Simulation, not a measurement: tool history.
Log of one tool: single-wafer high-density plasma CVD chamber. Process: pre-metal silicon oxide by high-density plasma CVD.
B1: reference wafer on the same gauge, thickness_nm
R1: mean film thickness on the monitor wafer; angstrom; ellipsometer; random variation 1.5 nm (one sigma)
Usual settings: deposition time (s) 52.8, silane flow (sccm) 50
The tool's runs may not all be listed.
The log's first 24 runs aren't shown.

{"run": 25, "day": 15.129, "deposition time (s)": 58.6, "silane flow (sccm)": 50, "B1": 262.937, "R1": 2828.91}
{"run": 26, "day": 15.383, "deposition time (s)": 44.9, "silane flow (sccm)": 47, "B1": 263.133, "R1": 2043.44}
{"run": 27, "day": 16.129, "deposition time (s)": 52.8, "silane flow (sccm)": 50, "B1": 263.207, "R1": 2562.88}
{"run": 28, "day": 16.7, "deposition time (s)": 44.5, "silane flow (sccm)": 54, "B1": 262.52, "R1": 2311.37}
{"run": 29, "day": 17.212, "deposition time (s)": 46, "silane flow (sccm)": 46, "B1": 262.872, "R1": 2053.98}
{"run": 30, "day": 17.858, "deposition time (s)": 56.6, "silane flow (sccm)": 40, "B1": 263.128, "R1": 2189.06}
{"run": 31, "day": 18.504, "deposition time (s)": 49.1, "silane flow (sccm)": 55, "B1": 262.983, "R1": 2594.12}
{"day": 18.708, "done": "gauge calibrated"}
{"run": 32, "day": 18.892, "deposition time (s)": 45.9, "silane flow (sccm)": 58, "B1": 262.989, "R1": 2561.93}

Forecast each of these 5 alternatives for the next run:
{"run": "A", "day": 18.908, "deposition time (s)": 47.2, "silane flow (sccm)": 50, "B1": "?", "R1": "?"}
{"run": "B", "day": 18.908, "deposition time (s)": 62.8, "silane flow (sccm)": 40, "B1": "?", "R1": "?"}
{"run": "C", "day": 18.908, "deposition time (s)": 44.6, "silane flow (sccm)": 50, "B1": "?", "R1": "?"}
{"run": "D", "day": 18.908, "deposition time (s)": 50, "silane flow (sccm)": 47, "B1": "?", "R1": "?"}
{"run": "E", "day": 18.908, "deposition time (s)": 56.2, "silane flow (sccm)": 58, "B1": "?", "R1": "?"}

run=A B1=263.064 R1=2287.85
run=B B1=263.064 R1=2435.21
run=C B1=263.064 R1=2161.83
run=D B1=263.064 R1=2278.16
run=E B1=263.064 R1=3159.95
Without the tool's hidden state the same runs would have given:
run=A R1=2287.85
run=B R1=2435.21
run=C R1=2161.83
run=D R1=2278.16
run=E R1=3159.95

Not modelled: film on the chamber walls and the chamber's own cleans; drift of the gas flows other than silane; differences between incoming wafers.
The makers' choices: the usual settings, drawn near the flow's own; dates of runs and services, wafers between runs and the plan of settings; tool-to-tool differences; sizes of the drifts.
